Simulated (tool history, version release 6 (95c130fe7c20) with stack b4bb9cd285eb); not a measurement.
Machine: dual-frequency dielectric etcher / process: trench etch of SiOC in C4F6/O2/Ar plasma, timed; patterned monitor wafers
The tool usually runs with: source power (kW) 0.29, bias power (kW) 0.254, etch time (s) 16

run,hour,source power (kW),bias power (kW),etch time (s),wafers since the last listed run,hours since the last wet clean,hours since the last source power generator calibration,hours since the last bias power generator calibration,hours since the last upper electrode change,hours since the gauge calibration,"read-back reference wafer on the same gauge, depth_nm",mean etch depth across the wafer (Å)
1,0,0.29,0.284,19,0,247.9,2648.2,4933.3,4748.3,68.2,29.29,436.5
2,32.8,0.29,0.254,16,609,280.7,2681,4966.1,4781.1,101,29.29,354.3
3,47.8,0.29,0.296,16,278,295.7,2696,4981.1,4796.1,116,29.29,371.3
4,60.1,0.29,0.296,16,228,308,2708.3,4993.4,4808.4,128.3,29.28,370.8
5,75.9,0.29,0.296,16,293,323.8,2724.1,5009.2,4824.2,144.1,29.28,375.1
6,85.7,0.31,0.254,16,181,333.6,2733.9,5019,4834,153.9,29.31,361.9
7,100.6,0.31,0.254,16,276,348.5,2748.8,5033.9,4848.9,168.8,29.32,360.9
8,108.4,0.31,0.254,16,144,356.3,2756.6,5041.7,4856.7,176.6,29.29,358.3
# hour 137: wet clean of the chamber
# hour 153.2: gauge calibrated
# hour 154.9: upper electrode replaced
# hour 158.5: source power generator calibrated
9,159,0.29,0.254,16,94,22,0.5,5092.3,4.1,5.8,29.32,354.2
10,159.3,0.29,0.254,13,5,22.3,0.8,5092.6,4.4,6.1,29.25,289.3
11,159.6,0.29,0.294,19,5,22.6,1.1,5092.9,4.7,6.4,29.33,438.7
12,159.9,0.32,0.254,16,5,22.9,1.4,5093.2,5,6.7,29.3,366.2
13,160.2,0.27,0.222,16,5,23.2,1.7,5093.5,5.3,7,29.29,327
14,161.4,0.29,0.19,13,22,24.4,2.9,5094.7,6.5,8.2,29.31,257.5
15,171.8,0.29,0.254,16,193,34.8,13.3,5105.1,16.9,18.6,29.29,357.4
# hour 181: bias power generator calibrated
16,182,0.31,0.254,16,115,45,23.5,1,27.1,28.8,29.29,360.9

For run 17, what comes out?
17,197.6,0.34,0.3,16,289,60.6,39.1,16.6,42.7,44.4,?,?

Run 17 gave read-back reference wafer on the same gauge, depth_nm 29.3, mean etch depth across the wafer (Å) 393.7.
Take away the tool's hidden state, keep the run-to-run variation as it was, and the same run would have given mean etch depth across the wafer (Å) 393.7.
